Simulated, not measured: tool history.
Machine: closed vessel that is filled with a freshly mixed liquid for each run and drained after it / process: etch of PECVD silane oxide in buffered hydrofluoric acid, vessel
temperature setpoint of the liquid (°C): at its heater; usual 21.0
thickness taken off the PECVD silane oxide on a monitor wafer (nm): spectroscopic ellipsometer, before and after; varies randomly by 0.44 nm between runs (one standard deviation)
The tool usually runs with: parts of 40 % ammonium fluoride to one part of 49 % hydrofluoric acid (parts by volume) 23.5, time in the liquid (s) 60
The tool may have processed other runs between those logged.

run   hour  temperature setpoint of the liquid (°C)  parts of 40 % ammonium fluoride to one part of 49 % hydrofluoric acid (parts by volume)  time in the liquid (s)  read-back film thickness of the PECVD silane oxide reference wafer, read on the same gauge (nm)  thickness taken off the PECVD silane oxide on a monitor wafer (nm)
  1    0.0                                     21.0                                                                                     23.5                      60                                                                                           120.06                                                               83.76
  2   31.9                                     21.0                                                                                     23.5                      60                                                                                           120.01                                                               83.67
  3   51.7                                     21.0                                                                                     23.5                      60                                                                                           119.98                                                               83.03
  4   86.3                                     21.0                                                                                     23.5                      60                                                                                           119.98                                                               84.37
  5  111.3                                     21.0                                                                                     23.5                      60                                                                                           119.98                                                               85.06
  6  126.1                                     21.0                                                                                     18.5                      60                                                                                           120.04                                                              104.48
  7  161.6                                     21.0                                                                                     23.5                      60                                                                                           119.97                                                               83.91
  8  174.5                                     21.0                                                                                     23.5                      60                                                                                           119.94                                                               84.56
     180.0  -- hydrofluoric acid flow meter replaced
  9  201.0                                     21.0                                                                                     23.5                      60                                                                                           120.01                                                               78.49
     230.0  -- thermometer replaced
 10  233.7                                     21.0                                                                                     23.5                      55                                                                                           120.03                                                               72.26
     244.4  -- gauge calibrated
 11  264.4                                     21.0                                                                                     23.5                      55                                                                                           120.04                                                               72.14
 12  291.6                                     25.0                                                                                     30.0                      35                                                                                           119.96                                                               48.32
 13  308.7                                     21.0                                                                                     23.5                      60                                                                                           120.02                                                               79.19
 14  321.2                                     21.0                                                                                     23.5                      60                                                                                           120.00                                                               79.52
 15  344.0                                     21.0                                                                                     23.5                      60                                                                                           119.98                                                               79.10
 16  412.7                                     25.0                                                                                     19.5                      40                                                                                           120.04                                                               76.27
 17  439.8                                     18.0                                                                                     20.5                      35                                                                                           120.00                                                               43.33
 18  471.3                                     21.0                                                                                     23.5                      30                                                                                           120.01                                                               39.46
 19  507.3                                     18.0                                                                                     30.0                      85                                                                                           120.04                                                               80.52
 20  520.3                                     21.0                                                                                     27.0                      75                                                                                           120.01                                                               90.42
 21  551.1                                     21.0                                                                                     20.0                      80                                                                                           119.95                                                              120.21
 22  573.2                                     21.0                                                                                     19.0                      85                                                                                           119.97                                                              136.35

Alternative continuations, all from the tool just after run 22; predict every row:
  A  573.9                                     21.0                                                                                     23.5                      60                                                                                                ?                                                                   ?
  B  573.9                                     17.0                                                                                     23.5                      60                                                                                                ?                                                                   ?
  C  573.9                                     21.0                                                                                     27.5                      60                                                                                                ?                                                                   ?
  D  573.9                                     19.5                                                                                     20.0                      70                                                                                                ?                                                                   ?
  E  573.9                                     24.0                                                                                     23.5                      30                                                                                                ?                                                                   ?

run  read-back film thickness of the PECVD silane oxide reference wafer, read on the same gauge (nm)  thickness taken off the PECVD silane oxide on a monitor wafer (nm)
  A                                                                                           120.01                                                               79.69
  B                                                                                           120.01                                                               63.55
  C                                                                                           120.01                                                               71.49
  D                                                                                           120.01                                                               96.74
  E                                                                                           120.01                                                               47.04
Had the tool no hidden state, the same runs would have come out as:
run  thickness taken off the PECVD silane oxide on a monitor wafer (nm)
  A                                                               77.39
  B                                                               61.71
  C                                                               69.43
  D                                                               92.77
  E                                                               45.68
